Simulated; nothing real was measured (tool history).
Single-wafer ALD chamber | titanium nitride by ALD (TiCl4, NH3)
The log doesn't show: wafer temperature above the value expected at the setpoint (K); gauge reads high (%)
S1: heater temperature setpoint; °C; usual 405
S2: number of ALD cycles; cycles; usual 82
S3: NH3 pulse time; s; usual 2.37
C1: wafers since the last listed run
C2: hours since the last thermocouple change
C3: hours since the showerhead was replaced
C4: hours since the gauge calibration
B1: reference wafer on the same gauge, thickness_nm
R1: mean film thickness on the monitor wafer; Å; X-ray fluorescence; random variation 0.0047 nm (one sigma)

| run | hour | S1 | S2 | S3 | C1 | C2 | C3 | C4 | B1 | R1 |
|---|---|---|---|---|---|---|---|---|---|---|
| 1 | 0 | 399 | 82 | 2.37 | 0 | 2504.7 | 7364.7 | 72.1 | 1.749 | 18.86 |
| 2 | 13.6 | 399 | 82 | 2.37 | 44 | 2518.3 | 7378.3 | 85.7 | 1.75 | 18.78 |
| 3 | 30.2 | 399 | 82 | 2.37 | 54 | 2534.9 | 7394.9 | 102.3 | 1.75 | 18.79 |
| 4 | 42.3 | 405 | 82 | 2.37 | 39 | 2547 | 7407 | 114.4 | 1.751 | 18.85 |
| 5 | 54.3 | 410 | 82 | 2.77 | 39 | 2559 | 7419 | 126.4 | 1.747 | 18.98 |
| 6 | 67.8 | 410 | 82 | 2.77 | 44 | 2572.5 | 7432.5 | 139.9 | 1.748 | 18.97 |
| 7 | 80.1 | 410 | 82 | 2.77 | 40 | 2584.8 | 7444.8 | 152.2 | 1.751 | 18.96 |
| 8 | 88.6 | 405 | 82 | 2.37 | 27 | 2593.3 | 7453.3 | 160.7 | 1.749 | 18.92 |
| 9 | 106.2 | 405 | 82 | 2.37 | 57 | 2610.9 | 7470.9 | 178.3 | 1.749 | 18.82 |
| 10 | 124 | 405 | 82 | 2.37 | 58 | 2628.7 | 7488.7 | 196.1 | 1.75 | 18.88 |
| 11 | 141.4 | 405 | 82 | 2.37 | 57 | 2646.1 | 7506.1 | 213.5 | 1.75 | 18.82 |
| 12 | 158.2 | 405 | 82 | 2.37 | 55 | 2662.9 | 7522.9 | 230.3 | 1.751 | 18.84 |
| 13 | 172.6 | 402 | 82 | 2.37 | 47 | 2677.3 | 7537.3 | 244.7 | 1.752 | 18.95 |
|  | 225.6 | showerhead replaced |
| 14 | 226.1 | 402 | 82 | 2.37 | 149 | 2730.8 | 0.5 | 298.2 | 1.749 | 18.93 |
|  | 227.9 | gauge calibrated |
| 15 | 238.4 | 405 | 82 | 2.37 | 40 | 2743.1 | 12.8 | 10.5 | 1.749 | 18.88 |
| 16 | 256.2 | 405 | 82 | 2.37 | 58 | 2760.9 | 30.6 | 28.3 | 1.75 | 18.83 |
| 17 | 272.2 | 405 | 82 | 2.37 | 52 | 2776.9 | 46.6 | 44.3 | 1.749 | 18.89 |
| 18 | 286.8 | 405 | 75 | 2.37 | 47 | 2791.5 | 61.2 | 58.9 | 1.751 | 17.35 |
|  | 296.6 | thermocouple changed; heater temperature recalibrated |
| 19 | 303.9 | 405 | 82 | 2.37 | 29 | 7.3 | 78.3 | 76 | 1.751 | 18.81 |
| 20 | 345.9 | 405 | 82 | 2.37 | 137 | 49.3 | 120.3 | 118 | 1.75 | 18.94 |
| 21 | 358.9 | 400 | 82 | 2.37 | 42 | 62.3 | 133.3 | 131 | 1.751 | 18.75 |
| 22 | 391 | 410 | 82 | 2.77 | 105 | 94.4 | 165.4 | 163.1 | 1.749 | 19 |
| 23 | 399.3 | 393 | 90 | 2.37 | 27 | 102.7 | 173.7 | 171.4 | 1.748 | 20.54 |
| 24 | 405.6 | 396 | 90 | 1.85 | 20 | 109 | 180 | 177.7 | 1.749 | 20.45 |
| 25 | 416 | 394 | 92 | 1.7 | 34 | 119.4 | 190.4 | 188.1 | 1.749 | 20.79 |
| 26 | 433.7 | 405 | 82 | 1.52 | 58 | 137.1 | 208.1 | 205.8 | 1.749 | 18.52 |
| 27 | 444.2 | 405 | 82 | 2.37 | 34 | 147.6 | 218.6 | 216.3 | 1.748 | 18.86 |
| 28 | 451.3 | 405 | 70 | 3.29 | 23 | 154.7 | 225.7 | 223.4 | 1.752 | 16.26 |
| 29 | 458.6 | 405 | 82 | 1.45 | 23 | 162 | 233 | 230.7 | 1.749 | 18.52 |
| 30 | 476 | 393 | 90 | 2.37 | 57 | 179.4 | 250.4 | 248.1 | 1.751 | 20.55 |
| 31 | 488.2 | 405 | 70 | 2.37 | 40 | 191.6 | 262.6 | 260.3 | 1.75 | 16.11 |
| 32 | 497.5 | 410 | 82 | 2.77 | 30 | 200.9 | 271.9 | 269.6 | 1.75 | 18.89 |
| 33 | 513.3 | 405 | 72 | 2.37 | 51 | 216.7 | 287.7 | 285.4 | 1.749 | 16.48 |

What the log doesn't show, run by run:
wafer temperature above the value expected at the setpoint (K): 0 in every run
gauge reads high (%): 0 in every run

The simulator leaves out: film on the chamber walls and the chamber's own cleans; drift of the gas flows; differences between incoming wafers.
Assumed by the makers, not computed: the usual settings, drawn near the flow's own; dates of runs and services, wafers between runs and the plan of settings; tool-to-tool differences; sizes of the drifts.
